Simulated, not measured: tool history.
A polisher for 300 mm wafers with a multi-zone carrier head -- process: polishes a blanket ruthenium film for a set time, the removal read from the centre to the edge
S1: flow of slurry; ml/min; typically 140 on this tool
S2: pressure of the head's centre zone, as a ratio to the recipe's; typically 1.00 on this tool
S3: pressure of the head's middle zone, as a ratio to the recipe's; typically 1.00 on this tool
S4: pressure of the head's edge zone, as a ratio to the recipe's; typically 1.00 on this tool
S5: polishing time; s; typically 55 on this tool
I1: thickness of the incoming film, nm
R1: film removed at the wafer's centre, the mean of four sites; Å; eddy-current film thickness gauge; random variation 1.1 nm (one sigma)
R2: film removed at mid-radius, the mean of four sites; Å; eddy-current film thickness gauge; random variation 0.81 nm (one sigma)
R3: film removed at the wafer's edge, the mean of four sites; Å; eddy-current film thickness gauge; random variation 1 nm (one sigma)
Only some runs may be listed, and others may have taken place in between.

run	hour	S1	S2	S3	S4	S5	I1	R1	R2	R3
1	0.0	185	1.00	1.00	1.00	55	555.1	742	716	753
2	30.6	140	1.12	1.00	1.00	55	562.0	785	695	698
3	52.7	140	1.00	1.00	1.00	55	569.6	689	685	714
# hour 61.0: edge zone pressure recalibrated
4	80.1	140	1.00	1.00	1.00	55	561.5	685	671	704
5	108.5	140	1.00	1.00	1.09	55	562.4	684	666	722
6	144.2	165	1.00	1.00	1.10	55	564.4	675	670	736
# hour 157.1: worn pad replaced by a new one
7	157.6	140	1.00	1.00	1.00	55	561.7	721	676	720
8	211.1	140	1.00	1.00	1.00	55	567.2	696	687	720
# hour 228.5: centre zone pressure recalibrated
9	233.2	140	1.08	1.08	1.00	55	561.2	746	718	707
10	261.6	140	1.00	1.00	1.00	55	561.5	693	690	713
11	288.8	140	1.00	1.00	1.00	55	569.1	691	680	715
# hour 302.7: slurry nozzle cleaned
12	310.0	115	1.00	0.97	1.00	73	559.7	868	835	896
13	345.8	140	1.00	0.96	0.90	55	562.0	669	630	656
# hour 386.2: worn pad replaced by a new one
14	412.4	115	1.00	1.06	1.03	39	554.0	487	495	512
15	442.4	165	1.00	0.92	0.90	72	558.2	927	858	925
16	473.0	180	1.00	1.00	0.91	71	567.3	958	943	916
17	495.6	140	1.00	1.00	1.00	55	567.5	719	685	724
18	518.2	140	1.00	1.00	1.00	55	557.6	686	700	705
19	536.3	170	0.89	1.00	1.00	55	570.7	646	679	717
20	557.9	140	1.00	1.00	0.88	55	569.5	678	681	643
21	570.0	140	0.95	0.94	0.90	72	560.7	848	836	864
22	647.6	140	1.03	1.00	1.00	55	565.5	678	628	650

For each run, what was the tool's unlogged condition?
slurry flow missing at the pad, %: 0 in every run
deviation of the centre zone's pressure from its setpoint, %: 0 in every run
deviation of the edge zone's pressure from its setpoint, %: 0 in every run
H1: removal rate lost through wear of the pad, %
run	H1
1	1.24
2	1.89
3	2.51
4	3.45
5	4.64
6	6.43
7	1.01
8	1.39
9	1.77
10	2.44
11	3.28
12	4.06
13	5.66
14	0.0907
15	0.413
16	0.984
17	1.56
18	2.27
19	2.94
20	3.85
21	4.41
22	8.91

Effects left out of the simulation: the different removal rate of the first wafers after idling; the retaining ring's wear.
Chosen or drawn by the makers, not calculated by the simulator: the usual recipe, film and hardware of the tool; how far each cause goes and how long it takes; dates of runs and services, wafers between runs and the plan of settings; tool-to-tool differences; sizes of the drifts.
